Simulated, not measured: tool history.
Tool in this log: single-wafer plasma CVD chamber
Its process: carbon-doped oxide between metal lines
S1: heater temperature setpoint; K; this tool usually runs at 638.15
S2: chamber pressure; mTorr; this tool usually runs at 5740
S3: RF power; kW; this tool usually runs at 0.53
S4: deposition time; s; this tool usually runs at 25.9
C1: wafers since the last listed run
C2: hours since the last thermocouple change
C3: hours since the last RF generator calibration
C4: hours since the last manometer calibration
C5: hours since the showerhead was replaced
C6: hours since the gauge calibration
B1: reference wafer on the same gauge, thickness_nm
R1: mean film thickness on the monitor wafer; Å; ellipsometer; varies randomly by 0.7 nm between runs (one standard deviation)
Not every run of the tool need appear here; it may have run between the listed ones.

run    hour      S1    S2     S3    S4    C1      C2      C3      C4      C5      C6       B1       R1
  1       0  638.15  5740   0.53  28.3     0  1577.5  1792.7    86.8  4687.5  1137.3  160.155  1545.64
  2      38  638.15  5740   0.53  28.3  1368  1615.5  1830.7   124.8  4725.5  1175.3  159.753  1541.47
  3    87.6  638.15  5740   0.53  25.9  1786  1665.1  1880.3   174.4  4775.1  1224.9  160.031  1412.48
  4   112.9  638.15  6540   0.53  29.9   911  1690.4  1905.6   199.7  4800.4  1250.2  160.061  1682.98
  5   160.5  653.15  5740   0.61  22.6  1714    1738  1953.2   247.3    4848  1297.8  160.278  1310.59
  6   204.6  648.15  7010   0.44  23.7  1588  1782.1  1997.3   291.4  4892.1  1341.9      160  1151.91
  7   246.7  638.15  5740   0.53  25.9  1516  1824.2  2039.4   333.5  4934.2    1384  159.953  1418.54
  8   300.4  638.15  5740  0.615  27.6  1934  1877.9  2093.1   387.2  4987.9  1437.7  160.272  1651.97
      326.9  -- thermocouple changed; heater temperature recalibrated
      329.4  -- showerhead replaced
      339.7  -- capacitance manometer re-zeroed and calibrated, repeated, since the last time left the tool worse
  9     340  638.15  6320   0.53    29   761    13.1  2132.7     0.3    10.6  1477.3  159.911  1641.15
      371.9  -- RF generator calibrated
 10   392.4  638.15  5740   0.53  25.9  1599    65.5    20.5    52.7      63  1529.7  159.949  1435.75
 11     491  638.15  6150  0.495  27.6  3551   164.1   119.1   151.3   161.6  1628.3  159.658  1491.92
 12   541.3  638.15  6320   0.56  25.9  1811   214.4   169.4   201.6   211.9  1678.6  160.215  1524.95
 13   579.8  638.15  5740   0.53  21.1  1386   252.9   207.9   240.1   250.4  1717.1   159.94  1180.02
 14     624  625.15  5740   0.53  25.9  1592   297.1   252.1   284.3   294.6  1761.3  160.094  1514.14
 15   783.7  638.15  7130   0.44  20.9  5752   456.8   411.8     444   454.3    1921   159.87  1062.63
 16     816  638.15  4860   0.43  28.4  1163   489.1   444.1   476.3   486.6  1953.3  160.342  1331.57
 17   848.7  625.15  5030  0.435  23.8  1177   521.8   476.8     509   519.3    1986  160.273  1183.09
      862.2  -- gauge calibrated
 18   880.7  638.15  5740   0.53  25.9  1152   553.8   508.8     541   551.3    18.5   160.24  1453.79
 19   934.9  638.15  5740   0.53    31  1952     608     563   595.2   605.5    72.7  159.949  1730.53
 20   975.2  628.15  5340    0.5  29.2  1451   648.3   603.3   635.5   645.8     113  160.216  1594.44
 21  1015.4  638.15  5740   0.53  25.9  1448   688.5   643.5   675.7     686   153.2  160.066  1451.73
 22  1043.5  638.15  5740   0.53  25.9  1012   716.6   671.6   703.8   714.1   181.3  160.029  1454.04
 23    1089  652.15  5740   0.47  25.9  1638   762.1   717.1   749.3   759.6   226.8  159.955  1302.67
 24  1122.9  638.15  7020   0.61  28.5  1221     796     751   783.2   793.5   260.7  159.982  1789.91
 25    1194  625.15  4660   0.59  28.7  2561   867.1   822.1   854.3   864.6   331.8   160.21  1682.19
 26    1244  638.15  5740   0.53  25.9  1801   917.1   872.1   904.3   914.6   381.8  160.002   1444.5
 27  1299.3  645.15  5330   0.53  29.5  1991   972.4   927.4   959.6   969.9   437.1  160.055  1599.79
 28  1341.8  638.15  5180   0.63  25.9  1530  1014.9   969.9  1002.1  1012.4   479.6  159.965  1570.44
 29  1376.1  628.15  5740    0.5  25.9  1235  1049.2  1004.2  1036.4  1046.7   513.9  160.019  1450.46

Below are 3 alternative next runs, each starting from the tool's condition after run 29. Predict each:
  A  1376.5  638.15  5740  0.425  25.9  14  1049.6  1004.6  1036.8  1047.1  514.3   ?   ?
  B  1376.5  652.15  5740   0.53  25.9  14  1049.6  1004.6  1036.8  1047.1  514.3   ?   ?
  C  1376.5  638.15  5740   0.53  21.6  14  1049.6  1004.6  1036.8  1047.1  514.3   ?   ?

run       B1       R1
  A  160.192  1240.15
  B  160.192  1388.44
  C  160.192  1203.63
Take away the tool's hidden state, keep each run's random variation, and the runs would have read:
run       R1
  A   1242.5
  B  1391.08
  C  1205.92
